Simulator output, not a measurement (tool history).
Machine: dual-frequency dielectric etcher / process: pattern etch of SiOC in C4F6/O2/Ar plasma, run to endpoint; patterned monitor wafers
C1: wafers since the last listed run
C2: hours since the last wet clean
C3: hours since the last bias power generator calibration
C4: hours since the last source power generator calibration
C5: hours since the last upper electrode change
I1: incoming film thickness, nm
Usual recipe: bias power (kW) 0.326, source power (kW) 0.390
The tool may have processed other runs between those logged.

run 1 hour=0.0 | bias_power_(kW)=0.326 source_power_(kW)=0.370 | C1=0 C2=90.3 C3=1657.7 C4=1818.0 C5=4600.0 | I1=45.52 | endpoint_time_(s)=18.5
run 2 hour=40.1 | bias_power_(kW)=0.326 source_power_(kW)=0.370 | C1=584 C2=130.4 C3=1697.8 C4=1858.1 C5=4640.1 | I1=45.41 | endpoint_time_(s)=18.5
run 3 hour=76.8 | bias_power_(kW)=0.326 source_power_(kW)=0.350 | C1=535 C2=167.1 C3=1734.5 C4=1894.8 C5=4676.8 | I1=45.12 | endpoint_time_(s)=18.7
-- hour=90.6 source power generator calibrated
run 4 hour=170.4 | bias_power_(kW)=0.326 source_power_(kW)=0.350 | C1=1306 C2=260.7 C3=1828.1 C4=79.8 C5=4770.4 | I1=45.53 | endpoint_time_(s)=18.5
run 5 hour=280.6 | bias_power_(kW)=0.326 source_power_(kW)=0.390 | C1=1606 C2=370.9 C3=1938.3 C4=190.0 C5=4880.6 | I1=44.77 | endpoint_time_(s)=17.2
run 6 hour=357.8 | bias_power_(kW)=0.326 source_power_(kW)=0.390 | C1=1125 C2=448.1 C3=2015.5 C4=267.2 C5=4957.8 | I1=45.28 | endpoint_time_(s)=17.2
run 7 hour=404.5 | bias_power_(kW)=0.283 source_power_(kW)=0.390 | C1=680 C2=494.8 C3=2062.2 C4=313.9 C5=5004.5 | I1=45.32 | endpoint_time_(s)=18.0
run 8 hour=471.2 | bias_power_(kW)=0.283 source_power_(kW)=0.390 | C1=972 C2=561.5 C3=2128.9 C4=380.6 C5=5071.2 | I1=45.63 | endpoint_time_(s)=17.9
run 9 hour=557.7 | bias_power_(kW)=0.309 source_power_(kW)=0.350 | C1=1261 C2=648.0 C3=2215.4 C4=467.1 C5=5157.7 | I1=45.10 | endpoint_time_(s)=18.2
-- hour=582.6 wet clean of the chamber
-- hour=659.6 upper electrode replaced
run 10 hour=660.1 | bias_power_(kW)=0.309 source_power_(kW)=0.350 | C1=793 C2=77.5 C3=2317.8 C4=569.5 C5=0.5 | I1=45.33 | endpoint_time_(s)=19.0
-- hour=704.7 bias power generator calibrated
run 11 hour=706.8 | bias_power_(kW)=0.326 source_power_(kW)=0.390 | C1=622 C2=124.2 C3=2.1 C4=616.2 C5=47.2 | I1=45.51 | endpoint_time_(s)=17.8
run 12 hour=802.4 | bias_power_(kW)=0.278 source_power_(kW)=0.340 | C1=1394 C2=219.8 C3=97.7 C4=711.8 C5=142.8 | I1=45.14 | endpoint_time_(s)=19.4
run 13 hour=868.6 | bias_power_(kW)=0.326 source_power_(kW)=0.390 | C1=965 C2=286.0 C3=163.9 C4=778.0 C5=209.0 | I1=45.35 | endpoint_time_(s)=17.3
run 14 hour=971.6 | bias_power_(kW)=0.326 source_power_(kW)=0.390 | C1=1501 C2=389.0 C3=266.9 C4=881.0 C5=312.0 | I1=45.50 | endpoint_time_(s)=17.5
run 15 hour=1069.9 | bias_power_(kW)=0.258 source_power_(kW)=0.390 | C1=1433 C2=487.3 C3=365.2 C4=979.3 C5=410.3 | I1=44.79 | endpoint_time_(s)=18.3
run 16 hour=1169.3 | bias_power_(kW)=0.356 source_power_(kW)=0.330 | C1=1449 C2=586.7 C3=464.6 C4=1078.7 C5=509.7 | I1=45.55 | endpoint_time_(s)=18.2
run 17 hour=1233.8 | bias_power_(kW)=0.391 source_power_(kW)=0.300 | C1=940 C2=651.2 C3=529.1 C4=1143.2 C5=574.2 | I1=45.57 | endpoint_time_(s)=18.5
run 18 hour=1317.7 | bias_power_(kW)=0.352 source_power_(kW)=0.430 | C1=1223 C2=735.1 C3=613.0 C4=1227.1 C5=658.1 | I1=45.46 | endpoint_time_(s)=16.0
-- hour=1356.0 wet clean of the chamber
run 19 hour=1364.1 | bias_power_(kW)=0.326 source_power_(kW)=0.390 | C1=326 C2=8.1 C3=659.4 C4=1273.5 C5=704.5 | I1=45.03 | endpoint_time_(s)=17.9
run 20 hour=1412.6 | bias_power_(kW)=0.268 source_power_(kW)=0.480 | C1=707 C2=56.6 C3=707.9 C4=1322.0 C5=753.0 | I1=45.58 | endpoint_time_(s)=17.5
run 21 hour=1459.2 | bias_power_(kW)=0.326 source_power_(kW)=0.390 | C1=679 C2=103.2 C3=754.5 C4=1368.6 C5=799.6 | I1=45.46 | endpoint_time_(s)=17.9
run 22 hour=1500.7 | bias_power_(kW)=0.394 source_power_(kW)=0.350 | C1=605 C2=144.7 C3=796.0 C4=1410.1 C5=841.1 | I1=45.37 | endpoint_time_(s)=17.8
run 23 hour=1566.1 | bias_power_(kW)=0.326 source_power_(kW)=0.390 | C1=953 C2=210.1 C3=861.4 C4=1475.5 C5=906.5 | I1=45.14 | endpoint_time_(s)=17.7
run 24 hour=1626.2 | bias_power_(kW)=0.288 source_power_(kW)=0.330 | C1=876 C2=270.2 C3=921.5 C4=1535.6 C5=966.6 | I1=45.29 | endpoint_time_(s)=19.9
run 25 hour=1681.3 | bias_power_(kW)=0.326 source_power_(kW)=0.390 | C1=803 C2=325.3 C3=976.6 C4=1590.7 C5=1021.7 | I1=45.15 | endpoint_time_(s)=17.7
run 26 hour=1743.6 | bias_power_(kW)=0.269 source_power_(kW)=0.420 | C1=908 C2=387.6 C3=1038.9 C4=1653.0 C5=1084.0 | I1=45.40 | endpoint_time_(s)=18.0
run 27 hour=1847.5 | bias_power_(kW)=0.373 source_power_(kW)=0.360 | C1=1515 C2=491.5 C3=1142.8 C4=1756.9 C5=1187.9 | I1=45.70 | endpoint_time_(s)=17.7
run 28 hour=1908.9 | bias_power_(kW)=0.326 source_power_(kW)=0.390 | C1=895 C2=552.9 C3=1204.2 C4=1818.3 C5=1249.3 | I1=45.55 | endpoint_time_(s)=17.6
-- hour=1977.9 source power generator calibrated
run 29 hour=1997.6 | bias_power_(kW)=0.326 source_power_(kW)=0.390 | C1=1235 C2=641.6 C3=1292.9 C4=19.7 C5=1338.0 | I1=45.61 | endpoint_time_(s)=17.2
run 30 hour=2087.2 | bias_power_(kW)=0.264 source_power_(kW)=0.390 | C1=1306 C2=731.2 C3=1382.5 C4=109.3 C5=1427.6 | I1=45.15 | endpoint_time_(s)=18.0
-- hour=2196.7 wet clean of the chamber
run 31 hour=2200.9 | bias_power_(kW)=0.326 source_power_(kW)=0.390 | C1=1308 C2=4.2 C3=1496.2 C4=223.0 C5=1541.3 | I1=45.40 | endpoint_time_(s)=17.9
run 32 hour=2300.0 | bias_power_(kW)=0.397 source_power_(kW)=0.320 | C1=1445 C2=103.3 C3=1595.3 C4=322.1 C5=1640.4 | I1=45.29 | endpoint_time_(s)=18.4
run 33 hour=2367.1 | bias_power_(kW)=0.326 source_power_(kW)=0.420 | C1=978 C2=170.4 C3=1662.4 C4=389.2 C5=1707.5 | I1=45.60 | endpoint_time_(s)=17.1
run 34 hour=2443.9 | bias_power_(kW)=0.269 source_power_(kW)=0.390 | C1=1119 C2=247.2 C3=1739.2 C4=466.0 C5=1784.3 | I1=45.81 | endpoint_time_(s)=18.7

How would selected steps in endpoint time (s) from run to run divide? Give the signed amount a tool lacking its hidden state would still show from settings, what came in and random variation, and the signed amount left for the hidden state, including any gauge scatter that is not in both of the compared results.
The tool's hidden condition here consists of: etch rate over this chamber's usual, %; bias power that arrives over what is set, %; source power that arrives over what is set, %.
Run 9 -> 10: wet clean of the chamber, upper electrode replaced. endpoint time (s) +0.8: hidden state +0.6, all else +0.2.
Run 17 -> 18: bias power (kW) 0.391 -> 0.352, source power (kW) 0.300 -> 0.430. endpoint time (s) -2.5: hidden state +0.0, all else -2.5.
Run 18 -> 19: bias power (kW) 0.352 -> 0.326, source power (kW) 0.430 -> 0.390, wet clean of the chamber. endpoint time (s) +1.9: hidden state +1.0, all else +0.9.
Run 23 -> 24: bias power (kW) 0.326 -> 0.288, source power (kW) 0.390 -> 0.330. endpoint time (s) +2.2: hidden state -0.1, all else +2.3.
Run 24 -> 25: bias power (kW) 0.288 -> 0.326, source power (kW) 0.330 -> 0.390. endpoint time (s) -2.2: hidden state +0.1, all else -2.3.
Run 30 -> 31: bias power (kW) 0.264 -> 0.326, wet clean of the chamber. endpoint time (s) -0.1: hidden state +0.8, all else -0.9.
